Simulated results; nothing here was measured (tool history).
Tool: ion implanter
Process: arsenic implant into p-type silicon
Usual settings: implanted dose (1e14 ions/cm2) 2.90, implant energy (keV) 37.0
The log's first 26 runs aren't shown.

run,hour,implanted dose (1e14 ions/cm2),implant energy (keV),wafers since the last listed run,hours since the last dose calibration,hours since the extraction supply was calibrated,hours since the gauge calibration,"read-back reference wafer on the same gauge, sheet resistance",sheet resistance of the implanted and annealed layer (ohm/square)
27,1989.6,2.90,41.0,1657,662.3,1532.0,290.4,346.08,289.39
28,2087.9,3.36,33.5,2294,760.6,1630.3,388.7,346.04,267.25
29,2182.3,3.53,27.0,2203,855.0,1724.7,483.1,346.63,263.61
30,2283.7,2.90,37.0,2366,956.4,1826.1,584.5,345.73,295.09
31,2498.2,2.90,37.0,5006,1170.9,2040.6,799.0,346.40,292.58
32,2569.4,2.90,37.0,1661,1242.1,2111.8,870.2,346.16,292.93
33,2676.2,2.90,37.0,2492,1348.9,2218.6,977.0,345.88,292.48
34,2771.7,2.13,28.5,2228,1444.4,2314.1,1072.5,346.07,386.10
35,2840.4,2.90,37.0,1603,1513.1,2382.8,1141.2,345.85,292.10
36,2994.1,2.33,30.0,3587,1666.8,2536.5,1294.9,345.71,356.91
37,3031.2,3.21,45.0,865,1703.9,2573.6,1332.0,345.70,264.44

4 ways to go on from here, each from the tool as it stands after run 37. What would each give?
A,3031.6,2.90,37.0,9,1704.3,2574.0,1332.4,?,?
B,3031.6,2.41,29.0,9,1704.3,2574.0,1332.4,?,?
C,3031.6,3.12,31.0,9,1704.3,2574.0,1332.4,?,?
D,3031.6,2.65,40.5,9,1704.3,2574.0,1332.4,?,?

run,"read-back reference wafer on the same gauge, sheet resistance",sheet resistance of the implanted and annealed layer (ohm/square)
A,346.76,291.04
B,346.76,346.09
C,346.76,282.52
D,346.76,307.20
Without the tool's hidden state the same runs would have given:
run,sheet resistance of the implanted and annealed layer (ohm/square)
A,291.04
B,346.09
C,282.52
D,307.20
